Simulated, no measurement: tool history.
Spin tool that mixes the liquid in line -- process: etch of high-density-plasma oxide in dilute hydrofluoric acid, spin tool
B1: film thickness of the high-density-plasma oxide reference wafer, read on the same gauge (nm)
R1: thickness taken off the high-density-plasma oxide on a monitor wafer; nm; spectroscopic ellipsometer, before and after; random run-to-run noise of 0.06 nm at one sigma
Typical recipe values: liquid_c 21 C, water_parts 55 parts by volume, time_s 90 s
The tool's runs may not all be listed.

Run 1, hour 0: usual settings; B1 79.98. Result: R1 7.16 nm.
Run 2, hour 6.7: usual settings; B1 80.01. Result: R1 7.21 nm.
At hour 9.4: gauge calibrated.
Run 3, hour 13.1: usual settings but time_s 110 s; B1 80.02. Result: R1 8.77 nm.
Run 4, hour 29: usual settings but time_s 110 s; B1 80. Result: R1 8.61 nm.
Run 5, hour 38.3: usual settings but water_parts 40 parts by volume; B1 79.95. Result: R1 9.92 nm.
Run 6, hour 49.4: usual settings; B1 80. Result: R1 7.11 nm.
Run 7, hour 64.4: usual settings; B1 79.99. Result: R1 7.03 nm.
Run 8, hour 79.1: usual settings but liquid_c 19.5 C, time_s 135 s; B1 79.97. Result: R1 10.05 nm.
Run 9, hour 92.9: usual settings but liquid_c 25 C, water_parts 25 parts by volume, time_s 60 s; B1 80. Result: R1 12.73 nm.
At hour 100.8: gauge calibrated.
At hour 124.9: hydrofluoric acid flow meter replaced.
At hour 131.4: thermometer replaced.
Run 10, hour 132.1: usual settings but water_parts 35 parts by volume, time_s 40 s; B1 80.04. Result: R1 5.62 nm.
Run 11, hour 146.5: usual settings but water_parts 35 parts by volume, time_s 40 s; B1 80.01. Result: R1 5.63 nm.
Run 12, hour 153: usual settings but liquid_c 18.5 C, water_parts 70 parts by volume; B1 79.99. Result: R1 5.39 nm.
Run 13, hour 165.6: usual settings but liquid_c 25 C, water_parts 35 parts by volume, time_s 105 s; B1 80.01. Result: R1 17.13 nm.
Run 14, hour 177.8: usual settings; B1 79.97. Result: R1 7.72 nm.

Consider 3 possible next runs. They are alternatives, not a sequence: every one starts from the tool as it was left by run 14. What does each give?
Run A, hour 178.2: usual settings; B1 ?. Result: R1 ?.
Run B, hour 178.2: usual settings but liquid_c 26 C; B1 ?. Result: R1 ?.
Run C, hour 178.2: usual settings but time_s 70 s; B1 ?. Result: R1 ?.

run     B1    R1
  A  79.99  7.77
  B  79.99  9.56
  C  79.99  6.05
With no hidden state in the tool, these same runs would have given:
run    R1
  A     8
  B  9.83
  C  6.22
